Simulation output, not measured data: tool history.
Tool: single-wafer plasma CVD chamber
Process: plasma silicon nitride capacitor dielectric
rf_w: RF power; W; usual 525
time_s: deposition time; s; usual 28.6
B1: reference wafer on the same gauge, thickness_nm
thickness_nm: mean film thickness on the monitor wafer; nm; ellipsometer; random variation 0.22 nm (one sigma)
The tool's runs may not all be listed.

{"run": 1, "hour": 0.0, "rf_w": 525, "time_s": 28.6, "B1": 41.5, "thickness_nm": 40.375}
{"run": 2, "hour": 64.7, "rf_w": 525, "time_s": 28.6, "B1": 41.481, "thickness_nm": 40.051}
{"run": 3, "hour": 149.8, "rf_w": 525, "time_s": 28.6, "B1": 41.513, "thickness_nm": 40.172}
{"run": 4, "hour": 235.9, "rf_w": 525, "time_s": 28.6, "B1": 41.453, "thickness_nm": 40.09}
{"run": 5, "hour": 324.3, "rf_w": 525, "time_s": 28.6, "B1": 41.48, "thickness_nm": 40.416}
{"run": 6, "hour": 413.0, "rf_w": 525, "time_s": 27.4, "B1": 41.529, "thickness_nm": 38.161}
{"run": 7, "hour": 520.9, "rf_w": 525, "time_s": 27.4, "B1": 41.503, "thickness_nm": 38.64}
{"run": 8, "hour": 591.8, "rf_w": 525, "time_s": 27.4, "B1": 41.513, "thickness_nm": 38.407}
{"run": 9, "hour": 672.3, "rf_w": 525, "time_s": 31.8, "B1": 41.506, "thickness_nm": 44.481}
{"run": 10, "hour": 749.2, "rf_w": 525, "time_s": 31.8, "B1": 41.505, "thickness_nm": 44.247}
{"hour": 771.5, "done": "gauge calibrated"}
{"hour": 776.5, "done": "showerhead replaced"}
{"run": 11, "hour": 974.1, "rf_w": 525, "time_s": 28.6, "B1": 41.499, "thickness_nm": 40.068}
{"run": 12, "hour": 1079.6, "rf_w": 525, "time_s": 28.6, "B1": 41.495, "thickness_nm": 39.829}
{"run": 13, "hour": 1162.1, "rf_w": 525, "time_s": 28.6, "B1": 41.53, "thickness_nm": 39.896}
{"hour": 1350.7, "done": "RF generator calibrated"}
{"run": 14, "hour": 1383.1, "rf_w": 465, "time_s": 30.9, "B1": 41.48, "thickness_nm": 41.58}
{"run": 15, "hour": 1463.2, "rf_w": 525, "time_s": 28.6, "B1": 41.539, "thickness_nm": 39.95}
{"run": 16, "hour": 1572.7, "rf_w": 490, "time_s": 34.0, "B1": 41.537, "thickness_nm": 46.718}
{"run": 17, "hour": 1637.3, "rf_w": 495, "time_s": 26.0, "B1": 41.486, "thickness_nm": 35.778}
{"run": 18, "hour": 1685.0, "rf_w": 525, "time_s": 27.4, "B1": 41.476, "thickness_nm": 38.205}
{"run": 19, "hour": 1783.6, "rf_w": 590, "time_s": 30.3, "B1": 41.492, "thickness_nm": 44.528}
{"run": 20, "hour": 1828.4, "rf_w": 605, "time_s": 28.6, "B1": 41.457, "thickness_nm": 42.037}
{"run": 21, "hour": 1914.5, "rf_w": 600, "time_s": 33.7, "B1": 41.535, "thickness_nm": 49.088}
{"run": 22, "hour": 1986.8, "rf_w": 525, "time_s": 28.6, "B1": 41.498, "thickness_nm": 40.04}
{"run": 23, "hour": 2083.3, "rf_w": 465, "time_s": 28.6, "B1": 41.526, "thickness_nm": 38.539}
{"run": 24, "hour": 2127.6, "rf_w": 605, "time_s": 28.6, "B1": 41.557, "thickness_nm": 42.027}
{"run": 25, "hour": 2192.1, "rf_w": 490, "time_s": 26.9, "B1": 41.486, "thickness_nm": 36.814}
{"run": 26, "hour": 2295.6, "rf_w": 525, "time_s": 28.6, "B1": 41.49, "thickness_nm": 40.16}

Forecast each of these 3 alternatives for the next run:
{"run": "A", "hour": 2296.0, "rf_w": 525, "time_s": 28.6, "B1": "?", "thickness_nm": "?"}
{"run": "B", "hour": 2296.0, "rf_w": 630, "time_s": 24.3, "B1": "?", "thickness_nm": "?"}
{"run": "C", "hour": 2296.0, "rf_w": 575, "time_s": 32.0, "B1": "?", "thickness_nm": "?"}

run=A B1=41.522 thickness_nm=40.105
run=B B1=41.522 thickness_nm=36.127
run=C B1=41.522 thickness_nm=46.206
Without the tool's hidden state the same runs would have given:
run=A thickness_nm=40.105
run=B thickness_nm=36.127
run=C thickness_nm=46.206

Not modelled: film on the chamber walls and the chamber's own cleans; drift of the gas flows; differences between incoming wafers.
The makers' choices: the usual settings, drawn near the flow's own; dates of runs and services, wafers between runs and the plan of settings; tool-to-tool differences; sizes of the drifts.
